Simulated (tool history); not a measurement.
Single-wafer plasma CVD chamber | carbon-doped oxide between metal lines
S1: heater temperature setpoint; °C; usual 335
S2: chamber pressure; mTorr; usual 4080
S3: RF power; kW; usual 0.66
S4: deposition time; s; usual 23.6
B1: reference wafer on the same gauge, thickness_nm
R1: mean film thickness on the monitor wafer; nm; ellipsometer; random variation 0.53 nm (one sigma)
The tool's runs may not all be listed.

run,hour,S1,S2,S3,S4,B1,R1
1,0,335,4080,0.66,23.6,140.033,153.739
2,17,335,4080,0.66,23.6,139.938,152.719
3,28.5,335,4080,0.66,23.6,139.911,153.81
# hour 36.8: capacitance manometer re-zeroed and calibrated
4,42.7,335,4080,0.66,23.6,140.022,154.172
5,56.2,335,4080,0.66,23.6,139.95,153.148
6,70.2,335,4080,0.66,23.6,140.065,153.626
7,78.2,335,4080,0.765,23.6,139.927,168.857
8,86.3,322,4080,0.545,22.2,140.003,133.071
# hour 95.4: gauge calibrated
9,99.7,348,3200,0.535,20.7,140.072,111.275
10,109.5,320,4080,0.625,26.8,139.9,176.546
11,116.6,349,5000,0.785,27.5,139.999,196.369
# hour 125.8: showerhead replaced
12,134.4,335,4080,0.66,23.6,140,154.825
13,146.9,335,4080,0.66,23.6,139.997,152.332
14,155.1,328,4430,0.66,23.6,140.059,157.807
15,171.8,335,3510,0.66,28.1,139.956,179.952
16,185,335,4080,0.66,23.6,140.023,153.693
17,195.2,335,4080,0.66,19.4,140.102,127.478
18,212.1,335,4080,0.6,23.6,139.947,144.312
19,222,328,3250,0.66,23.6,139.999,154.043
20,228.7,323,4080,0.66,23.6,140.047,160.367
21,238.8,350,4610,0.58,25.7,140.01,149.575
22,245.5,328,4080,0.66,19.8,139.958,132.326
23,252.7,329,4490,0.66,23.6,139.908,157.566
24,268,335,4080,0.66,23.6,139.998,154.381
25,277.4,346,3450,0.66,23.6,140.002,146.192
26,285.2,330,3280,0.74,23.6,139.993,164.667
27,292.5,335,4080,0.605,23.6,139.941,145.784
28,300,335,4670,0.78,23.6,140.025,174.601
29,315.3,335,4080,0.66,23.6,139.976,152.635

4 ways to go on from here, each from the tool as it stands after run 29. What would each give?
A,315.7,335,4080,0.66,23.6,?,?
B,315.7,339,4830,0.66,25.4,?,?
C,315.7,335,4080,0.58,19.8,?,?
D,315.7,335,4910,0.53,28.2,?,?

run,B1,R1
A,140.006,153.757
B,140.006,166.471
C,140.006,118.985
D,140.006,162.02
Without the tool's hidden state the same runs would have given:
run,R1
A,153.757
B,166.471
C,118.985
D,162.02
